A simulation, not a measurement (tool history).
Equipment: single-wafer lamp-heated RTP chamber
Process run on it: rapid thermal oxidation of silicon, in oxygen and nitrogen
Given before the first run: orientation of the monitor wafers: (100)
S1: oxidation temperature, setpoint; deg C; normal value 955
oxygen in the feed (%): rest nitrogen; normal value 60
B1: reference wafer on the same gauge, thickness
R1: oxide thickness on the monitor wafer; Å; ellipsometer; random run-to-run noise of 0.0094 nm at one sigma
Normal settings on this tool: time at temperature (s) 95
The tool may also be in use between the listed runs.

{"run": 1, "day": 0.0, "S1": 955, "time at temperature (s)": 95, "oxygen in the feed (%)": 60, "B1": 4.12, "R1": 41.39}
{"run": 2, "day": 1.438, "S1": 955, "time at temperature (s)": 95, "oxygen in the feed (%)": 60, "B1": 4.118, "R1": 41.19}
{"day": 2.038, "done": "pyrometer window cleaned and pyrometer calibrated"}
{"run": 3, "day": 2.75, "S1": 955, "time at temperature (s)": 95, "oxygen in the feed (%)": 60, "B1": 4.121, "R1": 41.31}
{"run": 4, "day": 6.362, "S1": 955, "time at temperature (s)": 95, "oxygen in the feed (%)": 60, "B1": 4.123, "R1": 41.5}
{"run": 5, "day": 7.317, "S1": 955, "time at temperature (s)": 95, "oxygen in the feed (%)": 60, "B1": 4.122, "R1": 41.45}
{"day": 8.067, "done": "oxygen flow controller replaced"}
{"run": 6, "day": 8.433, "S1": 955, "time at temperature (s)": 95, "oxygen in the feed (%)": 60, "B1": 4.124, "R1": 41.37}
{"run": 7, "day": 9.0, "S1": 955, "time at temperature (s)": 95, "oxygen in the feed (%)": 60, "B1": 4.123, "R1": 41.47}
{"run": 8, "day": 10.262, "S1": 971, "time at temperature (s)": 95, "oxygen in the feed (%)": 60, "B1": 4.124, "R1": 46.5}
{"run": 9, "day": 11.442, "S1": 971, "time at temperature (s)": 95, "oxygen in the feed (%)": 60, "B1": 4.126, "R1": 46.26}
{"day": 12.75, "done": "pyrometer window cleaned and pyrometer calibrated"}
{"run": 10, "day": 12.871, "S1": 955, "time at temperature (s)": 95, "oxygen in the feed (%)": 60, "B1": 4.129, "R1": 41.45}
{"run": 11, "day": 14.112, "S1": 955, "time at temperature (s)": 95, "oxygen in the feed (%)": 60, "B1": 4.128, "R1": 41.44}
{"run": 12, "day": 15.108, "S1": 955, "time at temperature (s)": 95, "oxygen in the feed (%)": 60, "B1": 4.127, "R1": 41.26}
{"run": 13, "day": 16.029, "S1": 966, "time at temperature (s)": 95, "oxygen in the feed (%)": 45, "B1": 4.127, "R1": 40.93}
{"run": 14, "day": 16.921, "S1": 943, "time at temperature (s)": 95, "oxygen in the feed (%)": 60, "B1": 4.13, "R1": 38.13}
{"run": 15, "day": 18.404, "S1": 943, "time at temperature (s)": 95, "oxygen in the feed (%)": 60, "B1": 4.132, "R1": 38.13}
{"day": 19.425, "done": "gauge calibrated"}
{"run": 16, "day": 19.538, "S1": 979, "time at temperature (s)": 95, "oxygen in the feed (%)": 60, "B1": 4.093, "R1": 49.02}
{"run": 17, "day": 20.85, "S1": 955, "time at temperature (s)": 95, "oxygen in the feed (%)": 60, "B1": 4.096, "R1": 41.08}
{"run": 18, "day": 21.892, "S1": 955, "time at temperature (s)": 95, "oxygen in the feed (%)": 60, "B1": 4.097, "R1": 41.2}
{"day": 22.471, "done": "pyrometer window cleaned and pyrometer calibrated"}
{"run": 19, "day": 24.817, "S1": 955, "time at temperature (s)": 95, "oxygen in the feed (%)": 60, "B1": 4.098, "R1": 41.16}
{"run": 20, "day": 25.338, "S1": 981, "time at temperature (s)": 71, "oxygen in the feed (%)": 74, "B1": 4.098, "R1": 46.92}
{"run": 21, "day": 26.238, "S1": 955, "time at temperature (s)": 95, "oxygen in the feed (%)": 51, "B1": 4.098, "R1": 39.02}
{"run": 22, "day": 27.571, "S1": 941, "time at temperature (s)": 68, "oxygen in the feed (%)": 68, "B1": 4.099, "R1": 34.04}
{"run": 23, "day": 28.829, "S1": 943, "time at temperature (s)": 95, "oxygen in the feed (%)": 60, "B1": 4.099, "R1": 37.87}
{"run": 24, "day": 29.467, "S1": 955, "time at temperature (s)": 53, "oxygen in the feed (%)": 80, "B1": 4.1, "R1": 35.54}

Run 25 has not been measured yet. What should we expect?
{"run": 25, "day": 30.221, "S1": 942, "time at temperature (s)": 95, "oxygen in the feed (%)": 60, "B1": "?", "R1": "?"}

For run 25 the tool returned B1 4.1, R1 37.56 Å.
Minus the tool's unlogged condition, the same run would have read R1 37.46 Å.
